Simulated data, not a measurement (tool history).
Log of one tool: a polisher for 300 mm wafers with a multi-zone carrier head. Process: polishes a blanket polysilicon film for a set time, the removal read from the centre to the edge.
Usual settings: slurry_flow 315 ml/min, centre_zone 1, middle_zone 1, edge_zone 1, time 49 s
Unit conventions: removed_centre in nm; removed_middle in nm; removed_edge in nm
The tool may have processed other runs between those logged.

| run | hour | slurry_flow | centre_zone | middle_zone | edge_zone | time | incoming thickness of the incoming film, nm | removed_centre | removed_middle | removed_edge |
|---|---|---|---|---|---|---|---|---|---|---|
| 1 | 0 | 315 | 1 | 1 | 1.06 | 49 | 1500.9 | 242 | 239.8 | 254.6 |
|  | 18.8 | worn pad replaced by a new one |
| 2 | 19.4 | 315 | 1 | 1 | 1 | 39 | 1516.4 | 185.2 | 186.6 | 196.6 |
|  | 38.4 | slurry nozzle cleaned |
| 3 | 49.6 | 315 | 1 | 1 | 1 | 39 | 1498.5 | 205.6 | 198.3 | 205.2 |
| 4 | 65.6 | 315 | 1 | 1 | 1 | 39 | 1525.8 | 203.7 | 198.9 | 211.8 |
| 5 | 91.7 | 315 | 1 | 1 | 1 | 49 | 1514.5 | 254.3 | 250.4 | 262 |
|  | 119.1 | worn pad replaced by a new one |
| 6 | 122.4 | 315 | 1 | 1 | 1 | 49 | 1516 | 256.4 | 257.1 | 259.5 |
| 7 | 156.9 | 315 | 1 | 1 | 1 | 49 | 1522.1 | 257.1 | 251.8 | 260.3 |
|  | 182.2 | centre zone pressure recalibrated |
| 8 | 184.7 | 315 | 1 | 1 | 1 | 49 | 1517.8 | 255.5 | 247.9 | 259.7 |
|  | 200 | edge zone pressure recalibrated |
|  | 215.5 | worn pad replaced by a new one |
| 9 | 216 | 315 | 1 | 1 | 1 | 49 | 1501.8 | 254.1 | 247.8 | 258.9 |
|  | 238.4 | carrier head's membrane replaced by a new one |
| 10 | 238.9 | 230 | 1 | 0.92 | 1.12 | 49 | 1506.8 | 240.2 | 221 | 257.7 |
| 11 | 249 | 315 | 1 | 0.94 | 1.06 | 49 | 1534.4 | 249.9 | 234.1 | 263.2 |

For run 12, what comes out?
| 12 | 274.1 | 315 | 1 | 1 | 1 | 49 | 1495.9 | ? | ? | ? |

removed_centre: 247.7 nm
removed_middle: 241.7 nm
removed_edge: 258.4 nm
If the tool had no hidden condition, the same run with the same run-to-run variation would have returned removed_centre 259 nm, removed_middle 251.5 nm, removed_edge 266.3 nm.
